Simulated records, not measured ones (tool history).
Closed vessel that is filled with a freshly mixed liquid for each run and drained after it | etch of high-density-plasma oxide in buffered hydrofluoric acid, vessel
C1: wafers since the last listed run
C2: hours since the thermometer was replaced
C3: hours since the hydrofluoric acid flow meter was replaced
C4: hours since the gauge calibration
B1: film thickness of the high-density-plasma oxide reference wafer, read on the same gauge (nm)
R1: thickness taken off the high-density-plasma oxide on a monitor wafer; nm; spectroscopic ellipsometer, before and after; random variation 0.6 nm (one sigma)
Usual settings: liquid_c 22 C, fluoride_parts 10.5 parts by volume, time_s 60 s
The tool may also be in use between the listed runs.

Run 1, hour 0: usual settings but fluoride_parts 9 parts by volume; C1 0; C2 1092.5; C3 1450.1; C4 1521.3; B1 69.99. Result: R1 118.3 nm.
At hour 0.6: gauge calibrated.
Run 2, hour 31.8: usual settings but time_s 40 s; C1 4364; C2 1124.3; C3 1481.9; C4 31.2; B1 69.97. Result: R1 70.61 nm.
Run 3, hour 46.7: usual settings but liquid_c 20 C, time_s 80 s; C1 2045; C2 1139.2; C3 1496.8; C4 46.1; B1 70.01. Result: R1 127.57 nm.
Run 4, hour 71.6: usual settings; C1 3417; C2 1164.1; C3 1521.7; C4 71; B1 69.99. Result: R1 106.06 nm.
At hour 91.6: thermometer replaced.
Run 5, hour 101.2: usual settings; C1 3925; C2 9.6; C3 1551.3; C4 100.6; B1 70. Result: R1 100.92 nm.
Run 6, hour 115.6: usual settings but time_s 80 s; C1 1976; C2 24; C3 1565.7; C4 115; B1 70.03. Result: R1 134.51 nm.
Run 7, hour 130.8: usual settings but time_s 80 s; C1 2086; C2 39.2; C3 1580.9; C4 130.2; B1 70.01. Result: R1 134.27 nm.
Run 8, hour 155.1: usual settings but time_s 45 s; C1 3335; C2 63.5; C3 1605.2; C4 154.5; B1 70.05. Result: R1 75.49 nm.
Run 9, hour 190: usual settings; C1 4790; C2 98.4; C3 1640.1; C4 189.4; B1 70.02. Result: R1 101.75 nm.
Run 10, hour 223.3: usual settings but liquid_c 25.5 C, fluoride_parts 13 parts by volume, time_s 30 s; C1 4570; C2 131.7; C3 1673.4; C4 222.7; B1 70. Result: R1 50.07 nm.
At hour 226.3: hydrofluoric acid flow meter replaced.
Run 11, hour 236.3: usual settings; C1 1647; C2 144.7; C3 10; C4 235.7; B1 70.03. Result: R1 100.92 nm.
Run 12, hour 253.9: usual settings but liquid_c 23.5 C, fluoride_parts 12.5 parts by volume, time_s 40 s; C1 2415; C2 162.3; C3 27.6; C4 253.3; B1 70.04. Result: R1 62.37 nm.
Run 13, hour 277.9: usual settings but liquid_c 18.5 C; C1 3294; C2 186.3; C3 51.6; C4 277.3; B1 70. Result: R1 83.73 nm.
Run 14, hour 299.5: usual settings but fluoride_parts 12 parts by volume, time_s 40 s; C1 2964; C2 207.9; C3 73.2; C4 298.9; B1 69.99. Result: R1 59.83 nm.
Run 15, hour 334.2: usual settings but liquid_c 27 C, time_s 45 s; C1 4762; C2 242.6; C3 107.9; C4 333.6; B1 70.01. Result: R1 100.98 nm.
Run 16, hour 348.1: usual settings but liquid_c 18.5 C, fluoride_parts 7 parts by volume, time_s 35 s; C1 1907; C2 256.5; C3 121.8; C4 347.5; B1 70.02. Result: R1 70.88 nm.
Run 17, hour 378.5: usual settings; C1 4172; C2 286.9; C3 152.2; C4 377.9; B1 69.99. Result: R1 102.32 nm.
Run 18, hour 406.9: usual settings; C1 3898; C2 315.3; C3 180.6; C4 406.3; B1 70.03. Result: R1 102.14 nm.
Run 19, hour 432.3: usual settings but liquid_c 24.5 C, fluoride_parts 8 parts by volume, time_s 50 s; C1 3486; C2 340.7; C3 206; C4 431.7; B1 70. Result: R1 125.54 nm.
Run 20, hour 465.8: usual settings but liquid_c 19.5 C; C1 4598; C2 374.2; C3 239.5; C4 465.2; B1 69.97. Result: R1 89.29 nm.
Run 21, hour 492.2: usual settings but liquid_c 26.5 C, fluoride_parts 9 parts by volume, time_s 85 s; C1 3623; C2 400.6; C3 265.9; C4 491.6; B1 70.03. Result: R1 207.76 nm.
Run 22, hour 507.9: usual settings but liquid_c 24.5 C, fluoride_parts 8 parts by volume, time_s 75 s; C1 2154; C2 416.3; C3 281.6; C4 507.3; B1 70.03. Result: R1 186.89 nm.
Run 23, hour 531.6: usual settings; C1 3253; C2 440; C3 305.3; C4 531; B1 70.02. Result: R1 103.74 nm.
Run 24, hour 564: usual settings; C1 4447; C2 472.4; C3 337.7; C4 563.4; B1 70.02. Result: R1 101.68 nm.
Run 25, hour 591.5: usual settings; C1 3774; C2 499.9; C3 365.2; C4 590.9; B1 70.04. Result: R1 103.81 nm.
Run 26, hour 622.4: usual settings but liquid_c 26.5 C, fluoride_parts 11.5 parts by volume, time_s 80 s; C1 4241; C2 530.8; C3 396.1; C4 621.8; B1 70. Result: R1 160.37 nm.
Run 27, hour 644.9: usual settings; C1 3088; C2 553.3; C3 418.6; C4 644.3; B1 70.06. Result: R1 102.95 nm.
Run 28, hour 668.3: usual settings; C1 3211; C2 576.7; C3 442; C4 667.7; B1 70.07. Result: R1 103.98 nm.
Run 29, hour 692.7: usual settings but liquid_c 17.5 C, fluoride_parts 8.5 parts by volume, time_s 40 s; C1 3349; C2 601.1; C3 466.4; C4 692.1; B1 69.95. Result: R1 64.03 nm.
Run 30, hour 725.9: usual settings but liquid_c 25 C, time_s 95 s; C1 4557; C2 634.3; C3 499.6; C4 725.3; B1 69.98. Result: R1 191.92 nm.
Run 31, hour 748.5: usual settings but fluoride_parts 9.5 parts by volume, time_s 30 s; C1 3102; C2 656.9; C3 522.2; C4 747.9; B1 70. Result: R1 56.51 nm.

Some steps in R1 between neighbouring runs. How much of each would the tool show without its hidden state too (settings, what came in, random variation), and how much is left for the hidden state, with any gauge scatter that isn't in both results?
The hidden state here: liquid hotter than its thermometer reads (K); hydrofluoric acid flow below the setpoint (%); gauge reads high (%).
Run 4 -> 5: thermometer replaced. R1 -5.14 nm: hidden state -5.29, all else +0.15.
Run 20 -> 21: liquid_c 19.5 -> 26.5, fluoride_parts 10.5 -> 9, time_s 60 -> 85. R1 +118.47 nm: hidden state +2.58, all else +115.89.
Run 29 -> 30: liquid_c 17.5 -> 25, fluoride_parts 8.5 -> 10.5, time_s 40 -> 95. R1 +127.89 nm: hidden state +4.02, all else +123.87.
Run 30 -> 31: liquid_c 25 -> 22, fluoride_parts 10.5 -> 9.5, time_s 95 -> 30. R1 -135.41 nm: hidden state -4.18, all else -131.23.
